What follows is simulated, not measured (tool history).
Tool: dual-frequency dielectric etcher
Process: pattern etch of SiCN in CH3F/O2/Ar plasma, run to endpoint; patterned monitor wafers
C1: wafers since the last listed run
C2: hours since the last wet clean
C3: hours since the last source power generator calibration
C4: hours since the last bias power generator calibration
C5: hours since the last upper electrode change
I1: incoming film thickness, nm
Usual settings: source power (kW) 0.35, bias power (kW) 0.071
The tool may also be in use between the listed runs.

run 1 hour=0 | source_power_(kW)=0.35 bias_power_(kW)=0.071 | C1=0 C2=318.1 C3=2155.6 C4=2987.5 C5=4749.8 | I1=11.55 | endpoint_time_(s)=30.7
run 2 hour=13.4 | source_power_(kW)=0.35 bias_power_(kW)=0.064 | C1=199 C2=331.5 C3=2169 C4=3000.9 C5=4763.2 | I1=11.56 | endpoint_time_(s)=31
run 3 hour=20.9 | source_power_(kW)=0.35 bias_power_(kW)=0.064 | C1=111 C2=339 C3=2176.5 C4=3008.4 C5=4770.7 | I1=11.52 | endpoint_time_(s)=31.1
run 4 hour=38.7 | source_power_(kW)=0.33 bias_power_(kW)=0.071 | C1=264 C2=356.8 C3=2194.3 C4=3026.2 C5=4788.5 | I1=11.42 | endpoint_time_(s)=31.1
run 5 hour=46.3 | source_power_(kW)=0.33 bias_power_(kW)=0.071 | C1=112 C2=364.4 C3=2201.9 C4=3033.8 C5=4796.1 | I1=11.54 | endpoint_time_(s)=31.3
run 6 hour=63.4 | source_power_(kW)=0.35 bias_power_(kW)=0.071 | C1=253 C2=381.5 C3=2219 C4=3050.9 C5=4813.2 | I1=11.51 | endpoint_time_(s)=30.1
-- hour=93.7 wet clean of the chamber
-- hour=97.8 upper electrode replaced, of another model than before
run 7 hour=98.3 | source_power_(kW)=0.35 bias_power_(kW)=0.071 | C1=101 C2=4.6 C3=2253.9 C4=3085.8 C5=0.5 | I1=11.65 | endpoint_time_(s)=32.2
run 8 hour=98.6 | source_power_(kW)=0.35 bias_power_(kW)=0.071 | C1=4 C2=4.9 C3=2254.2 C4=3086.1 C5=0.8 | I1=11.49 | endpoint_time_(s)=31.4
run 9 hour=98.9 | source_power_(kW)=0.35 bias_power_(kW)=0.071 | C1=4 C2=5.2 C3=2254.5 C4=3086.4 C5=1.1 | I1=11.56 | endpoint_time_(s)=31.8
run 10 hour=102.3 | source_power_(kW)=0.35 bias_power_(kW)=0.071 | C1=50 C2=8.6 C3=2257.9 C4=3089.8 C5=4.5 | I1=11.52 | endpoint_time_(s)=31.7
run 11 hour=118.1 | source_power_(kW)=0.35 bias_power_(kW)=0.071 | C1=234 C2=24.4 C3=2273.7 C4=3105.6 C5=20.3 | I1=11.48 | endpoint_time_(s)=31.5
run 12 hour=124.7 | source_power_(kW)=0.4 bias_power_(kW)=0.057 | C1=98 C2=31 C3=2280.3 C4=3112.2 C5=26.9 | I1=11.46 | endpoint_time_(s)=30
-- hour=161.3 bias power generator calibrated
run 13 hour=161.8 | source_power_(kW)=0.29 bias_power_(kW)=0.084 | C1=491 C2=68.1 C3=2317.4 C4=0.5 C5=64 | I1=11.43 | endpoint_time_(s)=36.3
run 14 hour=173.3 | source_power_(kW)=0.28 bias_power_(kW)=0.071 | C1=170 C2=79.6 C3=2328.9 C4=12 C5=75.5 | I1=11.42 | endpoint_time_(s)=39.5
run 15 hour=191.3 | source_power_(kW)=0.29 bias_power_(kW)=0.083 | C1=267 C2=97.6 C3=2346.9 C4=30 C5=93.5 | I1=11.42 | endpoint_time_(s)=35.9
run 16 hour=202.8 | source_power_(kW)=0.35 bias_power_(kW)=0.071 | C1=170 C2=109.1 C3=2358.4 C4=41.5 C5=105 | I1=11.58 | endpoint_time_(s)=31.7
run 17 hour=210.5 | source_power_(kW)=0.35 bias_power_(kW)=0.071 | C1=114 C2=116.8 C3=2366.1 C4=49.2 C5=112.7 | I1=11.5 | endpoint_time_(s)=31.3
-- hour=216 source power generator calibrated
run 18 hour=226.2 | source_power_(kW)=0.41 bias_power_(kW)=0.071 | C1=173 C2=132.5 C3=10.2 C4=64.9 C5=128.4 | I1=11.52 | endpoint_time_(s)=27.5
run 19 hour=240 | source_power_(kW)=0.39 bias_power_(kW)=0.079 | C1=204 C2=146.3 C3=24 C4=78.7 C5=142.2 | I1=11.65 | endpoint_time_(s)=28.1
run 20 hour=257.2 | source_power_(kW)=0.42 bias_power_(kW)=0.056 | C1=255 C2=163.5 C3=41.2 C4=95.9 C5=159.4 | I1=11.51 | endpoint_time_(s)=28.9
run 21 hour=266.6 | source_power_(kW)=0.3 bias_power_(kW)=0.054 | C1=139 C2=172.9 C3=50.6 C4=105.3 C5=168.8 | I1=11.49 | endpoint_time_(s)=39.3
run 22 hour=278.9 | source_power_(kW)=0.35 bias_power_(kW)=0.071 | C1=182 C2=185.2 C3=62.9 C4=117.6 C5=181.1 | I1=11.38 | endpoint_time_(s)=30.7
run 23 hour=291.8 | source_power_(kW)=0.35 bias_power_(kW)=0.081 | C1=191 C2=198.1 C3=75.8 C4=130.5 C5=194 | I1=11.55 | endpoint_time_(s)=29.6

Measured less the same run without the tool's hidden state. The same run-to-run variation is in both; the gauge's scatter may not be:
The hidden state here: etch rate over this chamber's usual, %; source power that arrives over what is set, %; bias power that arrives over what is set, %.
run=1 endpoint_time_(s)=-1.4
run=2 endpoint_time_(s)=-1.5
run=3 endpoint_time_(s)=-1.5
run=4 endpoint_time_(s)=-1.6
run=5 endpoint_time_(s)=-1.6
run=6 endpoint_time_(s)=-1.6
run=7 endpoint_time_(s)=+0
run=8 endpoint_time_(s)=-0.1
run=9 endpoint_time_(s)=-0.1
run=10 endpoint_time_(s)=-0.1
run=11 endpoint_time_(s)=-0.2
run=12 endpoint_time_(s)=-0.2
run=13 endpoint_time_(s)=-0.3
run=14 endpoint_time_(s)=-0.5
run=15 endpoint_time_(s)=-0.5
run=16 endpoint_time_(s)=-0.5
run=17 endpoint_time_(s)=-0.5
run=18 endpoint_time_(s)=-0.6
run=19 endpoint_time_(s)=-0.5
run=20 endpoint_time_(s)=-0.7
run=21 endpoint_time_(s)=-0.9
run=22 endpoint_time_(s)=-0.8
run=23 endpoint_time_(s)=-0.8
